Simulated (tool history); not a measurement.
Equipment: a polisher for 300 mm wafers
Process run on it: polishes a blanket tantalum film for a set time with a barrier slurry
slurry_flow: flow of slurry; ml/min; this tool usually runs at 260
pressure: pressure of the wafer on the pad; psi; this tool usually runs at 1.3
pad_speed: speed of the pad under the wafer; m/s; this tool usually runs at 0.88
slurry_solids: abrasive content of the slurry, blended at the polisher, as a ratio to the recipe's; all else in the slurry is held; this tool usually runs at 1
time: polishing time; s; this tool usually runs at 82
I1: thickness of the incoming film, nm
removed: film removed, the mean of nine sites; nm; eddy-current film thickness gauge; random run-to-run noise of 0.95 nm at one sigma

{"run": 1, "hour": 0.0, "slurry_flow": 260, "pressure": 1.3, "pad_speed": 0.88, "slurry_solids": 1, "time": 103, "I1": 313.7, "removed": 74.8}
{"run": 2, "hour": 31.2, "slurry_flow": 260, "pressure": 1.3, "pad_speed": 0.88, "slurry_solids": 1, "time": 103, "I1": 310.1, "removed": 75.4}
{"hour": 44.7, "done": "slurry blender recalibrated"}
{"run": 3, "hour": 56.7, "slurry_flow": 260, "pressure": 1.3, "pad_speed": 0.88, "slurry_solids": 1.1, "time": 82, "I1": 307.9, "removed": 65.3}
{"run": 4, "hour": 69.0, "slurry_flow": 260, "pressure": 1.3, "pad_speed": 0.88, "slurry_solids": 1.1, "time": 82, "I1": 314, "removed": 64.5}
{"run": 5, "hour": 102.5, "slurry_flow": 260, "pressure": 1.3, "pad_speed": 0.88, "slurry_solids": 1.1, "time": 82, "I1": 306.3, "removed": 62.3}
{"run": 6, "hour": 116.5, "slurry_flow": 260, "pressure": 1.3, "pad_speed": 0.64, "slurry_solids": 1, "time": 82, "I1": 307, "removed": 48.6}
{"run": 7, "hour": 138.7, "slurry_flow": 260, "pressure": 1.3, "pad_speed": 0.64, "slurry_solids": 1, "time": 82, "I1": 304.6, "removed": 47.1}
{"run": 8, "hour": 159.1, "slurry_flow": 260, "pressure": 1.3, "pad_speed": 0.88, "slurry_solids": 1, "time": 82, "I1": 305.7, "removed": 57.9}
{"hour": 174.4, "done": "slurry nozzle cleaned"}
{"run": 9, "hour": 174.9, "slurry_flow": 235, "pressure": 1.3, "pad_speed": 0.88, "slurry_solids": 1, "time": 65, "I1": 307.7, "removed": 50.7}
{"run": 10, "hour": 192.6, "slurry_flow": 210, "pressure": 1.3, "pad_speed": 0.88, "slurry_solids": 1, "time": 82, "I1": 308.9, "removed": 63.3}
{"hour": 225.8, "done": "worn pad replaced by a new one"}
{"hour": 236.3, "done": "head pressure recalibrated"}
{"run": 11, "hour": 266.9, "slurry_flow": 260, "pressure": 1.3, "pad_speed": 0.88, "slurry_solids": 0.8, "time": 82, "I1": 310.4, "removed": 56.8}
{"run": 12, "hour": 300.0, "slurry_flow": 210, "pressure": 1.6, "pad_speed": 0.88, "slurry_solids": 1, "time": 82, "I1": 309.5, "removed": 77.1}
{"run": 13, "hour": 325.1, "slurry_flow": 200, "pressure": 1.3, "pad_speed": 0.88, "slurry_solids": 1, "time": 93, "I1": 310.8, "removed": 71.8}
{"hour": 332.3, "done": "slurry blender recalibrated"}
{"run": 14, "hour": 340.0, "slurry_flow": 260, "pressure": 1.3, "pad_speed": 0.88, "slurry_solids": 1, "time": 82, "I1": 313.8, "removed": 68.2}
{"run": 15, "hour": 374.5, "slurry_flow": 260, "pressure": 1.3, "pad_speed": 1.02, "slurry_solids": 1, "time": 82, "I1": 308.9, "removed": 74.2}
{"run": 16, "hour": 397.0, "slurry_flow": 260, "pressure": 1.3, "pad_speed": 0.88, "slurry_solids": 1, "time": 103, "I1": 314.9, "removed": 81.5}
{"run": 17, "hour": 429.5, "slurry_flow": 260, "pressure": 1.5, "pad_speed": 1.1, "slurry_solids": 1.1, "time": 72, "I1": 310.7, "removed": 81.4}
{"run": 18, "hour": 455.2, "slurry_flow": 305, "pressure": 1.1, "pad_speed": 0.88, "slurry_solids": 1.15, "time": 82, "I1": 313, "removed": 59}
{"run": 19, "hour": 470.2, "slurry_flow": 285, "pressure": 1.3, "pad_speed": 1, "slurry_solids": 1, "time": 82, "I1": 314.8, "removed": 72.1}
{"run": 20, "hour": 504.9, "slurry_flow": 235, "pressure": 0.8, "pad_speed": 0.88, "slurry_solids": 1, "time": 82, "I1": 308.3, "removed": 38}
{"hour": 519.2, "done": "worn pad replaced by a new one"}
{"run": 21, "hour": 523.1, "slurry_flow": 320, "pressure": 1.3, "pad_speed": 0.88, "slurry_solids": 1, "time": 82, "I1": 311.8, "removed": 64.6}
{"run": 22, "hour": 549.8, "slurry_flow": 195, "pressure": 1.6, "pad_speed": 0.78, "slurry_solids": 1, "time": 107, "I1": 309.8, "removed": 90.2}
{"hour": 572.8, "done": "slurry blender recalibrated"}
{"run": 23, "hour": 575.2, "slurry_flow": 260, "pressure": 1.3, "pad_speed": 0.88, "slurry_solids": 0.85, "time": 82, "I1": 310.4, "removed": 62.8}
{"run": 24, "hour": 594.4, "slurry_flow": 260, "pressure": 1.3, "pad_speed": 0.88, "slurry_solids": 1, "time": 103, "I1": 313.9, "removed": 82.2}
{"run": 25, "hour": 629.6, "slurry_flow": 260, "pressure": 1.3, "pad_speed": 0.88, "slurry_solids": 1, "time": 82, "I1": 310.2, "removed": 66.1}
{"run": 26, "hour": 657.8, "slurry_flow": 260, "pressure": 1.3, "pad_speed": 0.88, "slurry_solids": 1, "time": 53, "I1": 305.8, "removed": 42.6}
{"hour": 669.8, "done": "head pressure recalibrated"}
{"run": 27, "hour": 670.3, "slurry_flow": 260, "pressure": 1.3, "pad_speed": 0.88, "slurry_solids": 1, "time": 82, "I1": 316.3, "removed": 63.6}
{"run": 28, "hour": 692.9, "slurry_flow": 260, "pressure": 1.3, "pad_speed": 0.88, "slurry_solids": 1, "time": 54, "I1": 308.6, "removed": 41.6}
{"run": 29, "hour": 772.8, "slurry_flow": 260, "pressure": 1.3, "pad_speed": 0.88, "slurry_solids": 1, "time": 65, "I1": 309.7, "removed": 50.2}

Forecast each of these 5 alternatives for the next run:
{"run": "A", "hour": 773.2, "slurry_flow": 260, "pressure": 1.3, "pad_speed": 0.88, "slurry_solids": 1, "time": 68, "I1": 308.7, "removed": "?"}
{"run": "B", "hour": 773.2, "slurry_flow": 190, "pressure": 1.3, "pad_speed": 0.72, "slurry_solids": 1, "time": 82, "I1": 308.7, "removed": "?"}
{"run": "C", "hour": 773.2, "slurry_flow": 215, "pressure": 1.1, "pad_speed": 0.88, "slurry_solids": 0.9, "time": 82, "I1": 308.7, "removed": "?"}
{"run": "D", "hour": 773.2, "slurry_flow": 260, "pressure": 0.9, "pad_speed": 0.88, "slurry_solids": 0.75, "time": 82, "I1": 308.7, "removed": "?"}
{"run": "E", "hour": 773.2, "slurry_flow": 260, "pressure": 1.3, "pad_speed": 0.74, "slurry_solids": 1, "time": 96, "I1": 308.7, "removed": "?"}

run=A removed=51.7
run=B removed=51.8
run=C removed=49
run=D removed=37.7
run=E removed=65
With no hidden state in the tool, these same runs would have given:
run=A removed=58
run=B removed=58.8
run=C removed=55.7
run=D removed=43.2
run=E removed=72.9
